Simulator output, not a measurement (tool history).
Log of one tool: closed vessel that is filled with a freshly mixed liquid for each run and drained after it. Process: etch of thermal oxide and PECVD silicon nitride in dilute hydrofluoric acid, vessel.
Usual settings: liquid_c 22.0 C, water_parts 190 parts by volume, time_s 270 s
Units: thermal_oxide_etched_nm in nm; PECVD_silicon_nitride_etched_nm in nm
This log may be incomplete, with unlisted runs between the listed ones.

run   hour  liquid_c  water_parts  time_s  wafers since the last listed run  hours since the thermometer was replaced  hours since the hydrofluoric acid flow meter was replaced  hours since the gauge calibration  read-back film thickness of the thermal oxide reference wafer, read on the same gauge (nm)  read-back film thickness of the PECVD silicon nitride reference wafer, read on the same gauge (nm)  thermal_oxide_etched_nm  PECVD_silicon_nitride_etched_nm
  1    0.0      22.0          155     170                                 0                                    1022.5                                                       44.2                              452.7                                                                                      150.00                                                                                             149.982                     4.44                            3.546
  2   10.0      22.0          130     270                              1061                                    1032.5                                                       54.2                              462.7                                                                                      149.96                                                                                             150.032                     8.67                            6.658
  3   25.1      25.0          230     145                              1603                                    1047.6                                                       69.3                              477.8                                                                                      149.97                                                                                             149.986                     2.62                            2.478
  4   32.4      22.0          190     270                               775                                    1054.9                                                       76.6                              485.1                                                                                      150.01                                                                                             149.984                     5.47                            4.639
  5   41.8      22.0          100     230                               997                                    1064.3                                                       86.0                              494.5                                                                                      150.00                                                                                             150.004                     9.80                            7.413
  6   52.1      22.0          190     365                              1093                                    1074.6                                                       96.3                              504.8                                                                                      149.98                                                                                             149.980                     7.39                            6.235
  7   64.3      22.0          190     270                              1295                                    1086.8                                                      108.5                              517.0                                                                                      150.03                                                                                             150.031                     5.50                            4.616
  8   80.4      20.5          155     230                              1709                                    1102.9                                                      124.6                              533.1                                                                                      149.94                                                                                             149.953                     5.61                            4.340
      89.3  -- thermometer replaced
  9   96.8      22.0          245     270                              1634                                       7.5                                                      141.0                              549.5                                                                                      149.98                                                                                             149.990                     4.01                            3.581
 10  113.1      23.5          245     335                              1730                                      23.8                                                      157.3                              565.8                                                                                      150.00                                                                                             149.988                     5.28                            4.859
 11  128.5      22.0          190     270                              1634                                      39.2                                                      172.7                              581.2                                                                                      149.96                                                                                             149.983                     5.54                            4.561
     133.7  -- gauge calibrated
 12  139.7      22.0          285     270                              1189                                      50.4                                                      183.9                                6.0                                                                                      149.99                                                                                             150.001                     3.35                            3.153
 13  146.9      25.0          190     380                               764                                      57.6                                                      191.1                               13.2                                                                                      149.97                                                                                             149.993                     8.74                            7.830
 14  160.8      22.0          190     270                              1475                                      71.5                                                      205.0                               27.1                                                                                      150.02                                                                                             149.964                     5.53                            4.515
 15  175.2      18.5          250     270                              1528                                      85.9                                                      219.4                               41.5                                                                                      149.99                                                                                             150.033                     3.46                            2.813
 16  186.6      25.0          160     115                              1210                                      97.3                                                      230.8                               52.9                                                                                      150.01                                                                                             149.945                     3.25                            2.799
 17  200.5      22.0          190     395                              1475                                     111.2                                                      244.7                               66.8                                                                                      150.02                                                                                             150.002                     8.05                            6.756
 18  214.0      24.0          100     410                              1433                                     124.7                                                      258.2                               80.3                                                                                      150.03                                                                                             150.003                    18.96                           15.143
 19  222.2      22.0          190     270                               870                                     132.9                                                      266.4                               88.5                                                                                      150.00                                                                                             150.011                     5.52                            4.652
 20  233.8      22.0          170     270                              1231                                     144.5                                                      278.0                              100.1                                                                                      150.05                                                                                             149.951                     6.28                            5.061
 21  244.5      23.5          110     335                              1135                                     155.2                                                      288.7                              110.8                                                                                      150.00                                                                                             150.018                    13.58                           10.845
 22  258.9      22.0          120     270                              1528                                     169.6                                                      303.1                              125.2                                                                                      150.00                                                                                             149.978                     9.50                            7.348
 23  273.7      18.0          190     200                              1571                                     184.4                                                      317.9                              140.0                                                                                      149.99                                                                                             150.000                     3.50                            2.623
 24  320.9      27.0          190     270                              5011                                     231.6                                                      365.1                              187.2                                                                                      149.97                                                                                             150.025                     6.63                            6.412
 25  327.3      24.0          135     120                               679                                     238.0                                                      371.5                              193.6                                                                                      149.97                                                                                             149.985                     3.95                            3.276

Below are 5 alternative next runs, each starting from the tool's condition after run 25. Predict each:
  A  328.0      22.0          190     415                                74                                     238.7                                                      372.2                              194.3                                                                                           ?                                                                                                   ?                        ?                                ?
  B  328.0      22.0          260     195                                74                                     238.7                                                      372.2                              194.3                                                                                           ?                                                                                                   ?                        ?                                ?
  C  328.0      22.0          275     335                                74                                     238.7                                                      372.2                              194.3                                                                                           ?                                                                                                   ?                        ?                                ?
  D  328.0      22.0          190     160                                74                                     238.7                                                      372.2                              194.3                                                                                           ?                                                                                                   ?                        ?                                ?
  E  328.0      19.5          255     350                                74                                     238.7                                                      372.2                              194.3                                                                                           ?                                                                                                   ?                        ?                                ?

run  read-back film thickness of the thermal oxide reference wafer, read on the same gauge (nm)  read-back film thickness of the PECVD silicon nitride reference wafer, read on the same gauge (nm)  thermal_oxide_etched_nm  PECVD_silicon_nitride_etched_nm
  A                                                                                      149.99                                                                                             150.026                     8.44                            7.176
  B                                                                                      149.99                                                                                             150.026                     2.70                            2.479
  C                                                                                      149.99                                                                                             150.026                     4.32                            4.032
  D                                                                                      149.99                                                                                             150.026                     3.25                            2.767
  E                                                                                      149.99                                                                                             150.026                     4.53                            3.865
Take away the tool's hidden state, keep each run's random variation, and the runs would have read:
run  thermal_oxide_etched_nm  PECVD_silicon_nitride_etched_nm
  A                     8.44                            7.176
  B                     2.70                            2.479
  C                     4.32                            4.032
  D                     3.25                            2.767
  E                     4.53                            3.865

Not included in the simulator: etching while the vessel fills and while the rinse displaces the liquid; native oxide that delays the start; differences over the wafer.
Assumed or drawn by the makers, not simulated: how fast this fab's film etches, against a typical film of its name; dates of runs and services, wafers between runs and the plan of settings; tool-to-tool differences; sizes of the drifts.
